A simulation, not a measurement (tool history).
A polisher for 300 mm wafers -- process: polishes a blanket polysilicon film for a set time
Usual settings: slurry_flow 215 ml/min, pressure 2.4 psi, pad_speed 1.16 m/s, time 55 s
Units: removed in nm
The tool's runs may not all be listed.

run    hour  slurry_flow  pressure  pad_speed  time  incoming thickness of the incoming film, nm  removed
  1     0.0          215       2.4       1.16    55                                       1263.2    502.3
  2    27.9          215       2.4       1.16    55                                       1259.7    500.3
  3    69.7          215       2.2       1.16    55                                       1254.3    456.9
  4   123.6          195       2.4       1.16    55                                       1256.7    490.6
  5   166.6          195       2.4       1.16    55                                       1279.8    491.3
  6   226.9          195       2.4       1.16    55                                       1289.3    485.9
  7   261.4          190       2.4       1.16    41                                       1290.2    357.9
  8   309.1          215       2.4       1.16    55                                       1244.5    486.9
      341.7  -- worn pad replaced by a new one
  9   349.7          215       2.4       1.16    55                                       1261.1    502.1
 10   391.4          215       2.4       1.16    55                                       1266.1    498.1
 11   449.4          215       2.6       1.16    55                                       1275.6    534.7
 12   530.2          215       2.6       1.16    55                                       1260.9    534.8
 13   558.0          215       2.8       1.16    55                                       1280.4    575.8
 14   608.0          215       2.8       1.16    55                                       1264.3    575.1
      646.6  -- slurry nozzle cleaned
 15   678.3          215       2.4       1.16    55                                       1287.4    483.8
      735.2  -- head pressure recalibrated
 16   747.1          215       2.4       1.16    47                                       1265.7    410.4
      786.2  -- worn pad replaced by a new one
 17   815.6          215       2.4       1.16    47                                       1268.5    427.1
 18   867.6          285       2.1       1.44    40                                       1288.1    384.0
 19   924.6          150       2.9       1.56    55                                       1272.1    708.5
 20   955.3          215       2.4       1.00    73                                       1255.8    601.0
 21   998.6          215       2.4       1.16    55                                       1296.0    494.5
 22  1067.6          160       2.4       1.16    62                                       1291.1    526.4
 23  1138.2          180       2.8       1.16    46                                       1294.6    461.9
 24  1206.9          240       2.4       1.40    55                                       1287.7    554.3
 25  1247.2          195       2.7       1.46    55                                       1259.5    627.5
     1255.2  -- worn pad replaced by a new one
 26  1286.6          245       2.4       1.16    65                                       1281.8    607.3
 27  1484.3          215       2.4       1.16    68                                       1254.5    612.2
 28  1525.1          215       2.4       1.28    72                                       1274.1    690.2
     1561.9  -- slurry nozzle cleaned
 29  1571.6          185       1.7       0.76    55                                       1249.9    258.5
 30  1598.6          215       2.4       1.16    70                                       1275.1    630.5
     1662.0  -- worn pad replaced by a new one
 31  1667.4          215       2.4       1.16    39                                       1251.2    359.7
 32  1707.8          155       2.4       1.16    55                                       1288.4    477.1
 33  1761.7          215       2.4       0.94    38                                       1265.9    304.7
 34  1817.9          215       2.4       1.16    71                                       1262.3    646.0
 35  1887.3          215       2.4       1.16    55                                       1285.5    496.2
 36  2031.6          215       2.4       1.16    55                                       1277.5    487.5

Here are 5 independent what-if runs from the current tool condition. What would each one return?
  A  2032.0          280       2.4       1.16    55                                       1276.0        ?
  B  2032.0          215       1.6       1.16    70                                       1276.0        ?
  C  2032.0          180       2.4       1.16    47                                       1276.0        ?
  D  2032.0          160       2.4       1.16    55                                       1276.0        ?
  E  2032.0          150       1.8       1.40    73                                       1276.0        ?

run  removed
  A    501.0
  B    413.1
  C    406.3
  D    467.0
  E    524.6
The same runs, with their run-to-run variation unchanged, on a tool lacking any hidden condition would have given:
run  removed
  A    520.0
  B    428.7
  C    421.7
  D    484.6
  E    544.5
